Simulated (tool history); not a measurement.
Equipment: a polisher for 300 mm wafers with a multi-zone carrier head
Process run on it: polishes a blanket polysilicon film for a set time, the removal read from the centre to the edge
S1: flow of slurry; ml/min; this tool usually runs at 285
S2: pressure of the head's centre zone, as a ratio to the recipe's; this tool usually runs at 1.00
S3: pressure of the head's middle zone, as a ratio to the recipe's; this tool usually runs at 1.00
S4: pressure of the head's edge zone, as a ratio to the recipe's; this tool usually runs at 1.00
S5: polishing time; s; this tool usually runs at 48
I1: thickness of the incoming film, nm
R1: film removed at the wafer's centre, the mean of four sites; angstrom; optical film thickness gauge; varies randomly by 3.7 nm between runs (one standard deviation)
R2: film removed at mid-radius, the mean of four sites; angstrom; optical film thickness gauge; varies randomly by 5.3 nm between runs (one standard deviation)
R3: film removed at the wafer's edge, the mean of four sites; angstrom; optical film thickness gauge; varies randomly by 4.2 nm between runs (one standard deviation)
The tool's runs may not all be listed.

run 1 hour=0.0 | S1=285 S2=1.00 S3=1.00 S4=1.00 S5=48 | I1=2342.0 | R1=3910 R2=3995 R3=4035
run 2 hour=7.3 | S1=285 S2=1.00 S3=1.00 S4=1.00 S5=48 | I1=2330.0 | R1=3834 R2=4073 R3=4061
run 3 hour=20.8 | S1=285 S2=1.00 S3=1.00 S4=1.00 S5=59 | I1=2330.1 | R1=4779 R2=4913 R3=4841
run 4 hour=32.4 | S1=285 S2=1.00 S3=1.00 S4=1.00 S5=59 | I1=2307.8 | R1=4830 R2=5009 R3=4869
run 5 hour=39.0 | S1=245 S2=1.00 S3=0.96 S4=1.00 S5=48 | I1=2344.9 | R1=3887 R2=3909 R3=3945
-- hour=55.2 worn pad replaced by a new one
run 6 hour=55.7 | S1=245 S2=1.00 S3=0.96 S4=1.00 S5=48 | I1=2330.4 | R1=3866 R2=3889 R3=4039
run 7 hour=62.7 | S1=285 S2=1.00 S3=1.00 S4=1.06 S5=55 | I1=2346.7 | R1=4517 R2=4567 R3=4748
-- hour=70.7 edge zone pressure recalibrated
-- hour=73.0 centre zone pressure recalibrated
-- hour=79.0 carrier head's membrane replaced by a new one
run 8 hour=79.5 | S1=285 S2=1.00 S3=1.00 S4=1.06 S5=55 | I1=2336.6 | R1=4544 R2=4485 R3=4780
-- hour=88.1 slurry nozzle cleaned
run 9 hour=94.9 | S1=285 S2=1.00 S3=1.00 S4=1.00 S5=48 | I1=2296.9 | R1=4020 R2=4035 R3=4051
run 10 hour=102.8 | S1=285 S2=1.00 S3=1.10 S4=0.95 S5=48 | I1=2352.9 | R1=3871 R2=4444 R3=3870
run 11 hour=115.1 | S1=245 S2=1.04 S3=1.07 S4=1.00 S5=53 | I1=2293.5 | R1=4505 R2=4557 R3=4520
run 12 hour=132.8 | S1=335 S2=1.00 S3=1.00 S4=1.00 S5=31 | I1=2317.6 | R1=2580 R2=2640 R3=2626
run 13 hour=142.8 | S1=285 S2=1.00 S3=1.00 S4=1.00 S5=48 | I1=2305.2 | R1=3921 R2=3912 R3=4095
-- hour=156.7 worn pad replaced by a new one
run 14 hour=157.2 | S1=235 S2=1.00 S3=1.00 S4=1.07 S5=48 | I1=2346.6 | R1=3882 R2=3963 R3=4178
run 15 hour=167.8 | S1=285 S2=1.00 S3=1.00 S4=1.05 S5=48 | I1=2329.5 | R1=3901 R2=4018 R3=4091
run 16 hour=182.5 | S1=285 S2=1.00 S3=1.00 S4=1.00 S5=48 | I1=2360.3 | R1=3885 R2=4030 R3=4043
run 17 hour=191.5 | S1=285 S2=1.09 S3=1.00 S4=1.00 S5=48 | I1=2353.4 | R1=4252 R2=3988 R3=4100
run 18 hour=207.8 | S1=285 S2=1.00 S3=1.00 S4=1.00 S5=48 | I1=2354.2 | R1=3909 R2=4090 R3=4096
run 19 hour=225.5 | S1=225 S2=0.94 S3=1.00 S4=0.93 S5=61 | I1=2349.7 | R1=4604 R2=5095 R3=4781

Exercise: give the hidden state of the tool at every run:
removal rate lost through wear of the pad, %: 0 on each run
slurry flow missing at the pad, %: 0 on each run
deviation of the centre zone's pressure from its setpoint, %: 0 on each run
deviation of the edge zone's pressure from its setpoint, %: 0 on each run
